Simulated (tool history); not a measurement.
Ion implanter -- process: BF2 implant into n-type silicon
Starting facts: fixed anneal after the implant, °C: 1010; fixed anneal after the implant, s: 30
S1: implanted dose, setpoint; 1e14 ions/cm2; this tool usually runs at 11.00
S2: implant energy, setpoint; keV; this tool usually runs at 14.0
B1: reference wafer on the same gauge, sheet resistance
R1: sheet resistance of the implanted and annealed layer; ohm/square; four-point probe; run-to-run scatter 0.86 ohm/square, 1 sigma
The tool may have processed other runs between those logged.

Run 1, hour 0.0: usual settings; B1 184.90. Result: R1 171.09 ohm/square.
Run 2, hour 27.2: usual settings; B1 184.80. Result: R1 171.93 ohm/square.
Run 3, hour 45.7: usual settings but S2 17.5 keV; B1 184.49. Result: R1 160.48 ohm/square.
Run 4, hour 78.9: usual settings but S1 10.04 1e14 ions/cm2, S2 17.0 keV; B1 184.45. Result: R1 167.03 ohm/square.
Run 5, hour 92.7: usual settings but S2 16.5 keV; B1 184.17. Result: R1 164.59 ohm/square.
Run 6, hour 109.5: usual settings but S2 16.5 keV; B1 184.28. Result: R1 162.94 ohm/square.
Run 7, hour 140.6: usual settings but S2 12.5 keV; B1 183.59. Result: R1 178.40 ohm/square.
Run 8, hour 173.4: usual settings but S2 12.5 keV; B1 183.59. Result: R1 175.35 ohm/square.
Run 9, hour 204.1: usual settings but S2 12.5 keV; B1 183.22. Result: R1 175.51 ohm/square.
Run 10, hour 223.8: usual settings; B1 182.80. Result: R1 171.30 ohm/square.
Run 11, hour 251.9: usual settings; B1 182.67. Result: R1 169.65 ohm/square.
Run 12, hour 291.9: usual settings; B1 182.62. Result: R1 169.05 ohm/square.
Run 13, hour 327.2: usual settings; B1 182.08. Result: R1 169.04 ohm/square.
At hour 341.0: Faraday cup replaced and dose calibrated.
Run 14, hour 345.9: usual settings; B1 182.53. Result: R1 169.19 ohm/square.
Run 15, hour 370.6: usual settings; B1 181.79. Result: R1 168.99 ohm/square.
Run 16, hour 397.3: usual settings but S1 12.38 1e14 ions/cm2; B1 181.87. Result: R1 162.16 ohm/square.
Run 17, hour 432.8: usual settings but S1 12.94 1e14 ions/cm2, S2 10.0 keV; B1 181.70. Result: R1 174.68 ohm/square.
Run 18, hour 453.1: usual settings but S1 12.31 1e14 ions/cm2, S2 11.0 keV; B1 181.36. Result: R1 173.09 ohm/square.
Run 19, hour 467.9: usual settings but S2 16.5 keV; B1 181.47. Result: R1 161.73 ohm/square.
Run 20, hour 496.4: usual settings; B1 181.14. Result: R1 168.93 ohm/square.
Run 21, hour 531.0: usual settings but S1 9.13 1e14 ions/cm2; B1 181.02. Result: R1 181.74 ohm/square.
Run 22, hour 550.6: usual settings but S1 13.04 1e14 ions/cm2, S2 18.0 keV; B1 180.74. Result: R1 148.17 ohm/square.
Run 23, hour 565.1: usual settings but S1 8.50 1e14 ions/cm2, S2 18.0 keV; B1 180.88. Result: R1 174.64 ohm/square.
Run 24, hour 585.0: usual settings but S2 17.0 keV; B1 180.25. Result: R1 159.71 ohm/square.
Run 25, hour 604.5: usual settings but S1 12.04 1e14 ions/cm2; B1 180.71. Result: R1 163.21 ohm/square.
Run 26, hour 619.3: usual settings but S1 8.63 1e14 ions/cm2, S2 17.0 keV; B1 180.27. Result: R1 175.51 ohm/square.
Run 27, hour 645.5: usual settings; B1 180.22. Result: R1 167.50 ohm/square.
At hour 700.7: extraction supply calibrated.
At hour 722.2: gauge calibrated.
Run 28, hour 727.8: usual settings but S1 12.44 1e14 ions/cm2, S2 16.5 keV; B1 185.79. Result: R1 157.73 ohm/square.
Run 29, hour 740.1: usual settings; B1 185.69. Result: R1 173.15 ohm/square.
Run 30, hour 757.7: usual settings but S1 12.04 1e14 ions/cm2; B1 185.99. Result: R1 167.63 ohm/square.
Run 31, hour 776.8: usual settings but S1 12.99 1e14 ions/cm2, S2 10.5 keV; B1 185.68. Result: R1 177.20 ohm/square.
Run 32, hour 804.6: usual settings but S1 12.94 1e14 ions/cm2, S2 9.5 keV; B1 185.62. Result: R1 181.71 ohm/square.
Run 33, hour 832.9: usual settings but S1 10.12 1e14 ions/cm2, S2 10.5 keV; B1 185.41. Result: R1 191.71 ohm/square.
Run 34, hour 859.6: usual settings; B1 185.07. Result: R1 173.14 ohm/square.
Run 35, hour 894.9: usual settings but S1 14.29 1e14 ions/cm2, S2 12.5 keV; B1 184.97. Result: R1 165.71 ohm/square.
Run 36, hour 928.1: usual settings; B1 184.08. Result: R1 171.32 ohm/square.
Run 37, hour 959.9: usual settings but S1 12.06 1e14 ions/cm2, S2 18.0 keV; B1 184.17. Result: R1 153.50 ohm/square.
Run 38, hour 992.2: usual settings but S1 8.50 1e14 ions/cm2, S2 18.0 keV; B1 184.09. Result: R1 177.91 ohm/square.

Pick out some run-to-run changes in R1. Of each, how much would a tool without hidden state show as well, from the settings, what came in and chance, and how much is left for the hidden state and any gauge scatter not in both results compared?
Hidden state at play: deviation of the true dose from the Faraday cup's reading, %; deviation of the true energy from its setpoint, %; gauge reads high (%).
Run 21 -> 22: S1 9.13 -> 13.04, S2 14.0 -> 18.0. R1 -33.57 ohm/square: hidden state +0.83, all else -34.40.
Run 22 -> 23: S1 13.04 -> 8.50. R1 +26.47 ohm/square: hidden state -0.89, all else +27.36.
Run 27 -> 28: S1 11.00 -> 12.44, S2 14.0 -> 16.5, extraction supply calibrated, gauge calibrated. R1 -9.77 ohm/square: hidden state +5.65, all else -15.42.
Run 37 -> 38: S1 12.06 -> 8.50. R1 +24.41 ohm/square: hidden state -0.44, all else +24.85.
